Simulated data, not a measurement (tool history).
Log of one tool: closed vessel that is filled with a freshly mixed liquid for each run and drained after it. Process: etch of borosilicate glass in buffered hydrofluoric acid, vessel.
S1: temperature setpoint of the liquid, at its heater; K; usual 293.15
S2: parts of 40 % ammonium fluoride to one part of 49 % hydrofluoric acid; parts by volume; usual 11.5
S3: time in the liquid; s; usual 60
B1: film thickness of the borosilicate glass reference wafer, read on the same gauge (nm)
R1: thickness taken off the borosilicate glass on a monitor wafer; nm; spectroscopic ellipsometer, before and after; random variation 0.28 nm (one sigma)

| run | hour | S1 | S2 | S3 | B1 | R1 |
|---|---|---|---|---|---|---|
| 1 | 0.0 | 293.15 | 11.5 | 60 | 99.97 | 49.58 |
| 2 | 17.9 | 293.15 | 11.5 | 60 | 100.03 | 49.28 |
| 3 | 27.0 | 294.65 | 11.5 | 60 | 100.00 | 53.81 |
| 4 | 38.8 | 294.65 | 11.5 | 60 | 100.04 | 53.27 |
| 5 | 56.3 | 294.65 | 11.5 | 60 | 99.99 | 53.67 |
| 6 | 65.2 | 293.15 | 13.5 | 60 | 99.98 | 41.72 |
| 7 | 80.7 | 293.15 | 13.5 | 60 | 99.99 | 41.90 |
| 8 | 96.6 | 291.65 | 11.5 | 60 | 100.02 | 45.40 |
| 9 | 114.2 | 293.15 | 11.5 | 60 | 100.03 | 48.32 |
| 10 | 128.2 | 293.15 | 11.5 | 60 | 100.00 | 49.01 |
|  | 135.0 | thermometer replaced |
| 11 | 143.8 | 293.15 | 11.5 | 60 | 100.02 | 48.51 |
| 12 | 156.0 | 293.15 | 11.5 | 60 | 99.98 | 48.94 |
| 13 | 173.9 | 293.15 | 14.0 | 60 | 99.99 | 40.09 |
| 14 | 190.7 | 293.15 | 15.0 | 60 | 99.99 | 37.39 |
|  | 201.2 | gauge calibrated |
| 15 | 206.7 | 295.15 | 7.0 | 95 | 100.00 | 137.70 |
| 16 | 223.1 | 293.15 | 14.5 | 60 | 99.99 | 38.31 |
| 17 | 237.0 | 297.65 | 11.5 | 60 | 100.02 | 61.82 |
| 18 | 249.6 | 293.15 | 7.0 | 60 | 99.98 | 78.01 |
| 19 | 265.1 | 290.65 | 12.5 | 60 | 99.99 | 38.78 |
| 20 | 273.6 | 297.15 | 9.5 | 35 | 99.99 | 41.59 |
| 21 | 291.0 | 293.15 | 11.5 | 60 | 99.97 | 47.46 |
| 22 | 298.5 | 290.15 | 14.0 | 60 | 99.98 | 33.19 |
| 23 | 311.2 | 290.15 | 16.0 | 30 | 100.00 | 14.61 |
|  | 322.0 | hydrofluoric acid flow meter replaced |
| 24 | 323.0 | 293.15 | 9.5 | 30 | 99.98 | 30.39 |
| 25 | 334.7 | 293.15 | 11.5 | 60 | 99.99 | 51.30 |
| 26 | 352.6 | 297.15 | 9.5 | 35 | 99.98 | 43.90 |
| 27 | 368.5 | 296.65 | 11.5 | 60 | 100.02 | 61.05 |
| 28 | 385.1 | 291.65 | 13.0 | 60 | 99.98 | 41.47 |
| 29 | 401.2 | 293.15 | 8.5 | 60 | 99.99 | 65.90 |
| 30 | 415.8 | 293.15 | 11.5 | 60 | 100.01 | 50.47 |
| 31 | 424.3 | 295.15 | 11.5 | 90 | 100.00 | 84.81 |
| 32 | 433.9 | 293.15 | 11.5 | 80 | 100.01 | 67.36 |
| 33 | 440.4 | 296.65 | 13.0 | 60 | 99.99 | 54.21 |
| 34 | 454.5 | 290.15 | 11.5 | 60 | 100.04 | 42.72 |

3 ways to go on from here, each from the tool as it stands after run 34. What would each give?
| A | 455.2 | 293.15 | 13.0 | 60 | ? | ? |
| B | 455.2 | 293.15 | 10.0 | 60 | ? | ? |
| C | 455.2 | 296.65 | 8.5 | 60 | ? | ? |

| run | B1 | R1 |
|---|---|---|
| A | 99.97 | 44.60 |
| B | 99.97 | 57.83 |
| C | 99.97 | 79.47 |
Without the tool's hidden state the same runs would have given:
| run | R1 |
|---|---|
| A | 45.60 |
| B | 59.11 |
| C | 81.44 |
